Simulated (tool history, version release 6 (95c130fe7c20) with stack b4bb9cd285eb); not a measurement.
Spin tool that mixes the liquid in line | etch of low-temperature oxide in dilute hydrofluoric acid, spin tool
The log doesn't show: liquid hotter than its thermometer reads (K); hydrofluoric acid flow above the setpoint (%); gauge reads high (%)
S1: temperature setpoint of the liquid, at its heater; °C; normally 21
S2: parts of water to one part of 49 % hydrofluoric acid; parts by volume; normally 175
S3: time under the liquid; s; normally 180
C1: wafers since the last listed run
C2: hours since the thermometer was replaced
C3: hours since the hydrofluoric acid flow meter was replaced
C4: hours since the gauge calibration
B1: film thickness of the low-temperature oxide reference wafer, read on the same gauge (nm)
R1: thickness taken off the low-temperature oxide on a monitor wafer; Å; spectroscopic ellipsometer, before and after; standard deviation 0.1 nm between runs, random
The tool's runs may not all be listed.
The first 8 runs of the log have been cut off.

{"run": 9, "hour": 141.7, "S1": 21, "S2": 175, "S3": 180, "C1": 87, "C2": 627.8, "C3": 2087, "C4": 291.3, "B1": 109.99, "R1": 121.8}
{"run": 10, "hour": 155.9, "S1": 21, "S2": 175, "S3": 180, "C1": 122, "C2": 642, "C3": 2101.2, "C4": 305.5, "B1": 110, "R1": 121.3}
{"run": 11, "hour": 164.9, "S1": 21, "S2": 175, "S3": 180, "C1": 77, "C2": 651, "C3": 2110.2, "C4": 314.5, "B1": 110, "R1": 123.1}
{"run": 12, "hour": 174.6, "S1": 21, "S2": 175, "S3": 180, "C1": 83, "C2": 660.7, "C3": 2119.9, "C4": 324.2, "B1": 109.98, "R1": 120.7}
{"hour": 182.1, "done": "gauge calibrated"}
{"run": 13, "hour": 187.0, "S1": 21, "S2": 175, "S3": 180, "C1": 107, "C2": 673.1, "C3": 2132.3, "C4": 4.9, "B1": 110.01, "R1": 122.6}
{"run": 14, "hour": 197.0, "S1": 21, "S2": 110, "S3": 180, "C1": 86, "C2": 683.1, "C3": 2142.3, "C4": 14.9, "B1": 110.01, "R1": 212.8}
{"run": 15, "hour": 204.5, "S1": 21, "S2": 110, "S3": 180, "C1": 64, "C2": 690.6, "C3": 2149.8, "C4": 22.4, "B1": 110.02, "R1": 209.3}
{"run": 16, "hour": 212.2, "S1": 21, "S2": 110, "S3": 180, "C1": 66, "C2": 698.3, "C3": 2157.5, "C4": 30.1, "B1": 109.97, "R1": 208.7}
{"run": 17, "hour": 240.4, "S1": 24.5, "S2": 175, "S3": 225, "C1": 243, "C2": 726.5, "C3": 2185.7, "C4": 58.3, "B1": 110, "R1": 177.6}
{"hour": 252.1, "done": "hydrofluoric acid flow meter replaced"}
{"run": 18, "hour": 253.7, "S1": 21, "S2": 175, "S3": 180, "C1": 106, "C2": 739.8, "C3": 1.6, "C4": 71.6, "B1": 110, "R1": 122.7}
{"run": 19, "hour": 264.1, "S1": 17, "S2": 140, "S3": 270, "C1": 89, "C2": 750.2, "C3": 12, "C4": 82, "B1": 110.01, "R1": 205.4}
{"run": 20, "hour": 271.2, "S1": 21, "S2": 220, "S3": 210, "C1": 61, "C2": 757.3, "C3": 19.1, "C4": 89.1, "B1": 109.98, "R1": 109.5}
{"hour": 293.3, "done": "thermometer replaced"}
{"run": 21, "hour": 324.2, "S1": 21, "S2": 175, "S3": 180, "C1": 449, "C2": 30.9, "C3": 72.1, "C4": 142.1, "B1": 110, "R1": 112.7}
{"run": 22, "hour": 339.0, "S1": 21, "S2": 175, "S3": 215, "C1": 127, "C2": 45.7, "C3": 86.9, "C4": 156.9, "B1": 110, "R1": 136.7}
{"run": 23, "hour": 356.9, "S1": 24, "S2": 220, "S3": 80, "C1": 154, "C2": 63.6, "C3": 104.8, "C4": 174.8, "B1": 110.01, "R1": 41.9}
{"run": 24, "hour": 364.9, "S1": 25, "S2": 90, "S3": 230, "C1": 69, "C2": 71.6, "C3": 112.8, "C4": 182.8, "B1": 110, "R1": 360.9}
{"run": 25, "hour": 375.0, "S1": 21, "S2": 205, "S3": 270, "C1": 87, "C2": 81.7, "C3": 122.9, "C4": 192.9, "B1": 110, "R1": 140.7}
{"run": 26, "hour": 392.0, "S1": 21, "S2": 175, "S3": 180, "C1": 146, "C2": 98.7, "C3": 139.9, "C4": 209.9, "B1": 110, "R1": 114.7}
{"run": 27, "hour": 403.7, "S1": 21, "S2": 175, "S3": 180, "C1": 101, "C2": 110.4, "C3": 151.6, "C4": 221.6, "B1": 109.98, "R1": 112.3}
{"run": 28, "hour": 431.9, "S1": 21, "S2": 225, "S3": 180, "C1": 243, "C2": 138.6, "C3": 179.8, "C4": 249.8, "B1": 109.97, "R1": 84.3}
{"run": 29, "hour": 441.1, "S1": 21, "S2": 235, "S3": 75, "C1": 79, "C2": 147.8, "C3": 189, "C4": 259, "B1": 110.01, "R1": 33.2}
{"run": 30, "hour": 450.2, "S1": 17.5, "S2": 235, "S3": 215, "C1": 78, "C2": 156.9, "C3": 198.1, "C4": 268.1, "B1": 109.99, "R1": 83}
{"run": 31, "hour": 458.7, "S1": 17, "S2": 175, "S3": 180, "C1": 73, "C2": 165.4, "C3": 206.6, "C4": 276.6, "B1": 110, "R1": 96.8}
{"run": 32, "hour": 473.6, "S1": 21, "S2": 175, "S3": 180, "C1": 128, "C2": 180.3, "C3": 221.5, "C4": 291.5, "B1": 109.99, "R1": 114.8}
{"run": 33, "hour": 484.9, "S1": 21, "S2": 175, "S3": 180, "C1": 97, "C2": 191.6, "C3": 232.8, "C4": 302.8, "B1": 109.98, "R1": 115}

Alternative continuations, all from the tool just after run 33; predict every row:
{"run": "A", "hour": 485.4, "S1": 21, "S2": 175, "S3": 180, "C1": 4, "C2": 192.1, "C3": 233.3, "C4": 303.3, "B1": "?", "R1": "?"}
{"run": "B", "hour": 485.4, "S1": 21, "S2": 175, "S3": 265, "C1": 4, "C2": 192.1, "C3": 233.3, "C4": 303.3, "B1": "?", "R1": "?"}
{"run": "C", "hour": 485.4, "S1": 21, "S2": 145, "S3": 215, "C1": 4, "C2": 192.1, "C3": 233.3, "C4": 303.3, "B1": "?", "R1": "?"}
{"run": "D", "hour": 485.4, "S1": 23.5, "S2": 250, "S3": 220, "C1": 4, "C2": 192.1, "C3": 233.3, "C4": 303.3, "B1": "?", "R1": "?"}

run=A B1=110 R1=113.8
run=B B1=110 R1=167.5
run=C B1=110 R1=169.4
run=D B1=110 R1=98.8
Without the tool's hidden state the same runs would have given:
run=A R1=110.8
run=B R1=163.1
run=C R1=164.8
run=D R1=96.4
